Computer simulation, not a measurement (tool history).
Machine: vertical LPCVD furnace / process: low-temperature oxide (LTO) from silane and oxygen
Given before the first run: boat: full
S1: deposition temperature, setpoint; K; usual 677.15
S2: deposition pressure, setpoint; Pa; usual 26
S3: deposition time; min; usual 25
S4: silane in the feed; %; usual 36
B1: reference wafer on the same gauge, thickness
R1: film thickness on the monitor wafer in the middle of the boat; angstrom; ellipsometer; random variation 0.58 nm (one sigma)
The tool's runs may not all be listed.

run,hour,S1,S2,S3,S4,B1,R1
1,0,677.15,26,25,34,167.94,1831
2,18.7,672.15,26,25,36,167.93,1869.1
3,32.8,672.15,26,25,36,167.99,1856.5
4,68,677.15,26,25,36,167.99,1965.6
# hour 108.5: thermocouples replaced and temperature profile calibrated
5,109,677.15,26,25,36,168.02,1888.9
# hour 111.9: gauge calibrated
6,121.6,677.15,26,25,36,167.92,1885
7,142.2,677.15,26,25,36,167.88,1895.1
# hour 178: pressure gauge zeroed
8,178.5,677.15,29.3,25,36,167.88,2127.2
9,183,677.15,29.3,25,36,168.1,2129.2
10,207.3,677.15,26,31.5,36,168.09,2374
11,225.7,671.15,23.3,25,30,168.05,1210.6
12,245.4,677.15,30.7,25,39,168.12,2464.1
13,271.8,677.15,26,25,36,167.94,1879.6
14,353.1,683.15,24,15.5,34,168,1059.9
# hour 394: silane flow controller replaced
15,394.5,677.15,26,25,36,168.04,1995.7
16,399.1,677.15,26,25,36,167.87,1994.2
17,417.3,677.15,32,25,36,167.99,2436.3
18,429.7,677.15,28,17.5,36,167.87,1496.9
19,447.6,677.15,23.3,21.5,31,167.81,1254
20,483,670.15,30,25,36,167.96,2124.3
21,497.5,681.15,26,25,34,168.05,1921.6
22,512.2,677.15,22.7,29.5,36,168,2052.5

For run 23, what comes out?
23,542.7,677.15,28.7,25,36,?,?

Run 23 gave B1 168.07, R1 2191.3 angstrom.
Take away the tool's hidden state, keep the run-to-run variation as it was, and the same run would have given R1 2168 angstrom.

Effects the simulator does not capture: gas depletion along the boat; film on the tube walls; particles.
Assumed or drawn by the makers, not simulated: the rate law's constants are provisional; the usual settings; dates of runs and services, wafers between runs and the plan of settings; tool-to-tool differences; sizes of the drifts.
